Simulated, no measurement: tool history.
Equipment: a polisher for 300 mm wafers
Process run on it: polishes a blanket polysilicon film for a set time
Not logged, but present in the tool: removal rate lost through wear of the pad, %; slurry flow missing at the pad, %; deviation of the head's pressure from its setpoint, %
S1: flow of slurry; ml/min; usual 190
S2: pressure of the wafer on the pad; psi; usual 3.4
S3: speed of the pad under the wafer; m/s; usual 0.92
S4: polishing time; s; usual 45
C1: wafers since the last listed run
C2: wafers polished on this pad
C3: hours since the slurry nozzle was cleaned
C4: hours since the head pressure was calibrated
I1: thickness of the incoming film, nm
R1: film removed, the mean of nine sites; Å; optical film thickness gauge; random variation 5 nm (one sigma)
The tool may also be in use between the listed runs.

{"run": 1, "hour": 0.0, "S1": 190, "S2": 3.4, "S3": 0.92, "S4": 45, "C1": 0, "C2": 1650, "C3": 278.2, "C4": 230.1, "I1": 1204.9, "R1": 3440}
{"run": 2, "hour": 24.5, "S1": 190, "S2": 3.4, "S3": 0.92, "S4": 45, "C1": 200, "C2": 1851, "C3": 302.7, "C4": 254.6, "I1": 1182.0, "R1": 3530}
{"run": 3, "hour": 89.5, "S1": 190, "S2": 3.4, "S3": 0.92, "S4": 45, "C1": 533, "C2": 2384, "C3": 367.7, "C4": 319.6, "I1": 1175.7, "R1": 3471}
{"run": 4, "hour": 128.3, "S1": 145, "S2": 3.4, "S3": 0.92, "S4": 45, "C1": 318, "C2": 2702, "C3": 406.5, "C4": 358.4, "I1": 1172.5, "R1": 3407}
{"hour": 145.3, "done": "worn pad replaced by a new one"}
{"run": 5, "hour": 169.0, "S1": 190, "S2": 3.4, "S3": 1.16, "S4": 45, "C1": 301, "C2": 194, "C3": 447.2, "C4": 399.1, "I1": 1185.4, "R1": 4127}
{"hour": 177.0, "done": "slurry nozzle cleaned"}
{"hour": 184.8, "done": "head pressure recalibrated"}
{"run": 6, "hour": 230.8, "S1": 190, "S2": 3.4, "S3": 1.16, "S4": 45, "C1": 482, "C2": 676, "C3": 53.8, "C4": 46.0, "I1": 1155.0, "R1": 4449}
{"run": 7, "hour": 290.8, "S1": 190, "S2": 2.9, "S3": 0.92, "S4": 45, "C1": 492, "C2": 1168, "C3": 113.8, "C4": 106.0, "I1": 1169.1, "R1": 3112}
{"run": 8, "hour": 325.1, "S1": 190, "S2": 2.9, "S3": 0.92, "S4": 45, "C1": 281, "C2": 1449, "C3": 148.1, "C4": 140.3, "I1": 1166.7, "R1": 3113}
{"run": 9, "hour": 392.9, "S1": 190, "S2": 4.3, "S3": 0.92, "S4": 45, "C1": 556, "C2": 2005, "C3": 215.9, "C4": 208.1, "I1": 1186.6, "R1": 4440}
{"hour": 544.4, "done": "worn pad replaced by a new one"}
{"run": 10, "hour": 555.0, "S1": 190, "S2": 4.3, "S3": 0.92, "S4": 45, "C1": 1296, "C2": 86, "C3": 378.0, "C4": 370.2, "I1": 1162.5, "R1": 4379}
{"run": 11, "hour": 605.9, "S1": 220, "S2": 3.4, "S3": 0.92, "S4": 45, "C1": 417, "C2": 504, "C3": 428.9, "C4": 421.1, "I1": 1183.1, "R1": 3517}
{"run": 12, "hour": 654.4, "S1": 220, "S2": 3.4, "S3": 0.92, "S4": 45, "C1": 397, "C2": 902, "C3": 477.4, "C4": 469.6, "I1": 1170.8, "R1": 3602}
{"hour": 697.0, "done": "head pressure recalibrated"}
{"hour": 718.1, "done": "slurry nozzle cleaned"}
{"run": 13, "hour": 722.4, "S1": 220, "S2": 3.4, "S3": 0.92, "S4": 45, "C1": 533, "C2": 1435, "C3": 4.3, "C4": 25.4, "I1": 1195.1, "R1": 3736}
{"run": 14, "hour": 848.9, "S1": 190, "S2": 3.4, "S3": 0.92, "S4": 33, "C1": 1037, "C2": 2472, "C3": 130.8, "C4": 151.9, "I1": 1173.7, "R1": 2600}
{"run": 15, "hour": 887.5, "S1": 190, "S2": 3.4, "S3": 0.92, "S4": 33, "C1": 316, "C2": 2789, "C3": 169.4, "C4": 190.5, "I1": 1190.4, "R1": 2498}
{"run": 16, "hour": 914.5, "S1": 190, "S2": 3.4, "S3": 0.92, "S4": 33, "C1": 221, "C2": 3010, "C3": 196.4, "C4": 217.5, "I1": 1178.6, "R1": 2499}
{"hour": 955.2, "done": "worn pad replaced by a new one"}
{"run": 17, "hour": 955.7, "S1": 190, "S2": 3.4, "S3": 0.92, "S4": 45, "C1": 305, "C2": 3, "C3": 237.6, "C4": 258.7, "I1": 1184.0, "R1": 3435}
{"run": 18, "hour": 998.5, "S1": 190, "S2": 3.4, "S3": 0.92, "S4": 34, "C1": 351, "C2": 355, "C3": 280.4, "C4": 301.5, "I1": 1180.7, "R1": 2578}
{"run": 19, "hour": 1032.4, "S1": 190, "S2": 3.4, "S3": 0.92, "S4": 39, "C1": 278, "C2": 633, "C3": 314.3, "C4": 335.4, "I1": 1183.6, "R1": 2877}
{"run": 20, "hour": 1083.6, "S1": 190, "S2": 3.4, "S3": 0.92, "S4": 45, "C1": 419, "C2": 1052, "C3": 365.5, "C4": 386.6, "I1": 1167.8, "R1": 3327}
{"hour": 1191.3, "done": "head pressure recalibrated"}
{"run": 21, "hour": 1209.9, "S1": 190, "S2": 3.4, "S3": 0.92, "S4": 45, "C1": 1019, "C2": 2072, "C3": 491.8, "C4": 18.6, "I1": 1171.0, "R1": 3781}
{"run": 22, "hour": 1259.5, "S1": 190, "S2": 3.4, "S3": 0.92, "S4": 45, "C1": 406, "C2": 2479, "C3": 541.4, "C4": 68.2, "I1": 1182.5, "R1": 3654}
{"run": 23, "hour": 1283.9, "S1": 165, "S2": 4.2, "S3": 0.66, "S4": 56, "C1": 200, "C2": 2679, "C3": 565.8, "C4": 92.6, "I1": 1182.6, "R1": 4354}
{"hour": 1305.3, "done": "slurry nozzle cleaned"}
{"run": 24, "hour": 1327.5, "S1": 190, "S2": 3.9, "S3": 0.92, "S4": 45, "C1": 349, "C2": 3028, "C3": 22.2, "C4": 136.2, "I1": 1186.9, "R1": 4103}
{"run": 25, "hour": 1374.5, "S1": 165, "S2": 3.4, "S3": 0.74, "S4": 45, "C1": 385, "C2": 3414, "C3": 69.2, "C4": 183.2, "I1": 1180.2, "R1": 3017}
{"hour": 1388.1, "done": "worn pad replaced by a new one"}
{"run": 26, "hour": 1408.8, "S1": 235, "S2": 4.3, "S3": 1.06, "S4": 52, "C1": 248, "C2": 169, "C3": 103.5, "C4": 217.5, "I1": 1188.2, "R1": 5991}
{"run": 27, "hour": 1468.1, "S1": 240, "S2": 3.1, "S3": 0.8, "S4": 34, "C1": 486, "C2": 656, "C3": 162.8, "C4": 276.8, "I1": 1174.9, "R1": 2241}
{"run": 28, "hour": 1509.5, "S1": 190, "S2": 3.4, "S3": 0.92, "S4": 45, "C1": 339, "C2": 995, "C3": 204.2, "C4": 318.2, "I1": 1173.8, "R1": 3467}
{"run": 29, "hour": 1573.3, "S1": 140, "S2": 3.4, "S3": 1.18, "S4": 45, "C1": 523, "C2": 1519, "C3": 268.0, "C4": 382.0, "I1": 1163.1, "R1": 3885}
{"hour": 1653.6, "done": "head pressure recalibrated"}
{"run": 30, "hour": 1765.2, "S1": 150, "S2": 2.3, "S3": 0.92, "S4": 51, "C1": 1557, "C2": 3076, "C3": 459.9, "C4": 111.6, "I1": 1176.8, "R1": 2706}
{"run": 31, "hour": 1795.6, "S1": 220, "S2": 2.2, "S3": 0.92, "S4": 41, "C1": 249, "C2": 3326, "C3": 490.3, "C4": 142.0, "I1": 1193.6, "R1": 2205}
{"hour": 1810.9, "done": "worn pad replaced by a new one"}
{"run": 32, "hour": 1821.9, "S1": 245, "S2": 4.6, "S3": 1.08, "S4": 56, "C1": 182, "C2": 89, "C3": 516.6, "C4": 168.3, "I1": 1174.6, "R1": 7004}
{"hour": 1825.8, "done": "slurry nozzle cleaned"}
{"run": 33, "hour": 1851.4, "S1": 165, "S2": 3.4, "S3": 0.92, "S4": 36, "C1": 233, "C2": 323, "C3": 25.6, "C4": 197.8, "I1": 1194.0, "R1": 2825}
{"run": 34, "hour": 1919.2, "S1": 190, "S2": 3.4, "S3": 1.12, "S4": 45, "C1": 556, "C2": 879, "C3": 93.4, "C4": 265.6, "I1": 1165.1, "R1": 4141}
{"run": 35, "hour": 1946.0, "S1": 170, "S2": 3.4, "S3": 0.74, "S4": 45, "C1": 219, "C2": 1099, "C3": 120.2, "C4": 292.4, "I1": 1193.8, "R1": 3072}

What differs in the tool's unlogged condition from the final listed run ahead of each entry between runs to the first listed run following it?
After run 4, before run 5: worn pad replaced by a new one (hour 145.3)
  deviation of the head's pressure from its setpoint, %: -10.4 -> -10.7
  measured value less the no-hidden-state value, R1: -396 -> -495 Å
After run 5, before run 6: slurry nozzle cleaned (hour 177.0); head pressure recalibrated (hour 184.8)
  deviation of the head's pressure from its setpoint, %: -10.7 -> -1.56
  measured value less the no-hidden-state value, R1: -495 -> -70 Å
After run 9, before run 10: worn pad replaced by a new one (hour 544.4)
  deviation of the head's pressure from its setpoint, %: -7.56 -> -9.78
  measured value less the no-hidden-state value, R1: -364 -> -475 Å
After run 12, before run 13: head pressure recalibrated (hour 697.0); slurry nozzle cleaned (hour 718.1)
  deviation of the head's pressure from its setpoint, %: -10.4 -> -4.45
  measured value less the no-hidden-state value, R1: -417 -> -174 Å
After run 16, before run 17: worn pad replaced by a new one (hour 955.2)
  deviation of the head's pressure from its setpoint, %: -11.9 -> -12.7
  measured value less the no-hidden-state value, R1: -339 -> -499 Å
After run 20, before run 21: head pressure recalibrated (hour 1191.3)
  deviation of the head's pressure from its setpoint, %: -14.1 -> -1.86
  measured value less the no-hidden-state value, R1: -546 -> -71 Å
After run 23, before run 24: slurry nozzle cleaned (hour 1305.3)
  deviation of the head's pressure from its setpoint, %: -5.99 -> -7.67
  measured value less the no-hidden-state value, R1: -277 -> -341 Å
After run 25, before run 26: worn pad replaced by a new one (hour 1388.1)
  deviation of the head's pressure from its setpoint, %: -9.04 -> -9.82
  measured value less the no-hidden-state value, R1: -300 -> -653 Å
After run 29, before run 30: head pressure recalibrated (hour 1653.6)
  deviation of the head's pressure from its setpoint, %: -11.9 -> -3.76
  measured value less the no-hidden-state value, R1: -526 -> -106 Å
After run 31, before run 32: worn pad replaced by a new one (hour 1810.9)
  deviation of the head's pressure from its setpoint, %: -4.85 -> -5.64
  measured value less the no-hidden-state value, R1: -112 -> -418 Å
After run 32, before run 33: slurry nozzle cleaned (hour 1825.8)
  deviation of the head's pressure from its setpoint, %: -5.64 -> -6.38
  measured value less the no-hidden-state value, R1: -418 -> -192 Å

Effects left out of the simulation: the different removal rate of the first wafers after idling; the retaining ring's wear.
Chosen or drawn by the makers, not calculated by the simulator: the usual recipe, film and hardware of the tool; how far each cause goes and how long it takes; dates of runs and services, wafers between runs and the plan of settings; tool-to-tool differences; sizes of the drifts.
